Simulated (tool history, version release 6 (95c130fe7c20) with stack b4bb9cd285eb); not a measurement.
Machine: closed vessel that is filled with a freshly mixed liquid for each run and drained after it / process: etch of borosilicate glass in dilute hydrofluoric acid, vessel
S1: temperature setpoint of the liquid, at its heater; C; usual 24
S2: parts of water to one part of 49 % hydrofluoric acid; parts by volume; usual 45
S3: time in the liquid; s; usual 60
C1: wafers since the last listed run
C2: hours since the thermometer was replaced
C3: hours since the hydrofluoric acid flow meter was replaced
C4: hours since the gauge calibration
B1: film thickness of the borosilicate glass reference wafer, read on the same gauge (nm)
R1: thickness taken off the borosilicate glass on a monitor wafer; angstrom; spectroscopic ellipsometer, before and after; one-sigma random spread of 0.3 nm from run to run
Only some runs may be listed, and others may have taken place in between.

{"run": 1, "day": 0.0, "S1": 24, "S2": 45, "S3": 60, "C1": 0, "C2": 1171.4, "C3": 1385.3, "C4": 1313.3, "B1": 79.98, "R1": 377.5}
{"run": 2, "day": 2.042, "S1": 24, "S2": 45, "S3": 60, "C1": 3937, "C2": 1220.4, "C3": 1434.3, "C4": 1362.3, "B1": 80.01, "R1": 378.2}
{"run": 3, "day": 4.829, "S1": 24, "S2": 40, "S3": 60, "C1": 5375, "C2": 1287.3, "C3": 1501.2, "C4": 1429.2, "B1": 80.01, "R1": 421.7}
{"run": 4, "day": 8.125, "S1": 24, "S2": 45, "S3": 60, "C1": 6355, "C2": 1366.4, "C3": 1580.3, "C4": 1508.3, "B1": 80.01, "R1": 372.2}
{"run": 5, "day": 9.75, "S1": 24, "S2": 30, "S3": 60, "C1": 3133, "C2": 1405.4, "C3": 1619.3, "C4": 1547.3, "B1": 79.99, "R1": 570}
{"run": 6, "day": 11.958, "S1": 24, "S2": 30, "S3": 60, "C1": 4258, "C2": 1458.4, "C3": 1672.3, "C4": 1600.3, "B1": 80, "R1": 575.7}
{"run": 7, "day": 14.338, "S1": 24, "S2": 30, "S3": 60, "C1": 4587, "C2": 1515.5, "C3": 1729.4, "C4": 1657.4, "B1": 79.98, "R1": 581.1}
{"run": 8, "day": 18.2, "S1": 24, "S2": 45, "S3": 60, "C1": 7448, "C2": 1608.2, "C3": 1822.1, "C4": 1750.1, "B1": 80, "R1": 386.4}
{"run": 9, "day": 21.479, "S1": 24, "S2": 45, "S3": 60, "C1": 6323, "C2": 1686.9, "C3": 1900.8, "C4": 1828.8, "B1": 80.01, "R1": 382.2}
{"run": 10, "day": 22.979, "S1": 24, "S2": 45, "S3": 60, "C1": 2892, "C2": 1722.9, "C3": 1936.8, "C4": 1864.8, "B1": 80.01, "R1": 384.6}
{"run": 11, "day": 25.6, "S1": 21.5, "S2": 50, "S3": 60, "C1": 5053, "C2": 1785.8, "C3": 1999.7, "C4": 1927.7, "B1": 79.99, "R1": 305.9}
{"run": 12, "day": 28.633, "S1": 21.5, "S2": 50, "S3": 60, "C1": 5849, "C2": 1858.6, "C3": 2072.5, "C4": 2000.5, "B1": 79.99, "R1": 311.7}
{"run": 13, "day": 30.979, "S1": 29, "S2": 45, "S3": 60, "C1": 4523, "C2": 1914.9, "C3": 2128.8, "C4": 2056.8, "B1": 80, "R1": 471.9}
{"day": 32.475, "done": "thermometer replaced"}
{"run": 14, "day": 34.962, "S1": 24, "S2": 45, "S3": 60, "C1": 7601, "C2": 59.7, "C3": 2224.4, "C4": 2152.4, "B1": 80, "R1": 362.4}
{"run": 15, "day": 38.471, "S1": 21.5, "S2": 25, "S3": 95, "C1": 6765, "C2": 143.9, "C3": 2308.6, "C4": 2236.6, "B1": 80, "R1": 964.7}
{"day": 39.583, "done": "gauge calibrated"}
{"day": 39.883, "done": "hydrofluoric acid flow meter replaced"}
{"run": 16, "day": 40.117, "S1": 24, "S2": 45, "S3": 60, "C1": 3093, "C2": 183.4, "C3": 5.6, "C4": 12.8, "B1": 79.99, "R1": 353.3}
{"run": 17, "day": 44.429, "S1": 24, "S2": 45, "S3": 60, "C1": 8316, "C2": 286.9, "C3": 109.1, "C4": 116.3, "B1": 80.01, "R1": 351}

Run 18, settings as shown, results not yet in. Your forecast:
{"run": 18, "day": 46.796, "S1": 24, "S2": 60, "S3": 60, "C1": 4563, "C2": 343.7, "C3": 165.9, "C4": 173.1, "B1": "?", "R1": "?"}

Run 18 measured B1 80, R1 264.6 angstrom.
Were there no unlogged condition in the tool, this run, its random variation unchanged, would have produced R1 258.8 angstrom.
